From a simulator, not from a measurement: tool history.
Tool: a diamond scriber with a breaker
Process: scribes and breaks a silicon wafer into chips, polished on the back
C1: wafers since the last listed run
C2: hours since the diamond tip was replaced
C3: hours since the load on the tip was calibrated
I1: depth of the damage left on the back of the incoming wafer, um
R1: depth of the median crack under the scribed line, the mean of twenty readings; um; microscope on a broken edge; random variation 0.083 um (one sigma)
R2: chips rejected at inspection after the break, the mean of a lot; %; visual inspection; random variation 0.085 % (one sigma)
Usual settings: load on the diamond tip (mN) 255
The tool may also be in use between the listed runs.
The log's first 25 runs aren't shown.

{"run": 26, "hour": 374.2, "load on the diamond tip (mN)": 289, "C1": 26, "C2": 218.8, "C3": 1024.2, "I1": 0.02, "R1": 10.72, "R2": 2.56}
{"run": 27, "hour": 386.9, "load on the diamond tip (mN)": 210, "C1": 23, "C2": 231.5, "C3": 1036.9, "I1": 0.04, "R1": 7.66, "R2": 9.04}
{"run": 28, "hour": 399.1, "load on the diamond tip (mN)": 204, "C1": 22, "C2": 243.7, "C3": 1049.1, "I1": 0.04, "R1": 7.3, "R2": 12.16}
{"run": 29, "hour": 411.3, "load on the diamond tip (mN)": 199, "C1": 22, "C2": 255.9, "C3": 1061.3, "I1": 0.03, "R1": 7.07, "R2": 14.15}
{"run": 30, "hour": 427.5, "load on the diamond tip (mN)": 255, "C1": 30, "C2": 272.1, "C3": 1077.5, "I1": 0.04, "R1": 9.26, "R2": 1.58}
{"run": 31, "hour": 470.7, "load on the diamond tip (mN)": 276, "C1": 80, "C2": 315.3, "C3": 1120.7, "I1": 0.04, "R1": 10.21, "R2": 1.62}
{"hour": 506.4, "done": "load on the tip recalibrated"}
{"run": 32, "hour": 520.7, "load on the diamond tip (mN)": 255, "C1": 89, "C2": 365.3, "C3": 14.3, "I1": 0.04, "R1": 9.37, "R2": 1.66}
{"run": 33, "hour": 530.4, "load on the diamond tip (mN)": 232, "C1": 18, "C2": 375, "C3": 24, "I1": 0.04, "R1": 8.44, "R2": 4.01}
{"run": 34, "hour": 541.1, "load on the diamond tip (mN)": 236, "C1": 20, "C2": 385.7, "C3": 34.7, "I1": 0.02, "R1": 8.52, "R2": 3.64}
{"run": 35, "hour": 549.8, "load on the diamond tip (mN)": 274, "C1": 16, "C2": 394.4, "C3": 43.4, "I1": 0.01, "R1": 10.17, "R2": 1.45}

The next listed run, before its measurement:
{"run": 36, "hour": 575.0, "load on the diamond tip (mN)": 208, "C1": 47, "C2": 419.6, "C3": 68.6, "I1": 0.03, "R1": "?", "R2": "?"}

{"run 36": {"R1": 7.37, "R2": 10.94}}
Without the tool's hidden state the same run would have given R1 7.69 um, R2 8.31 %.
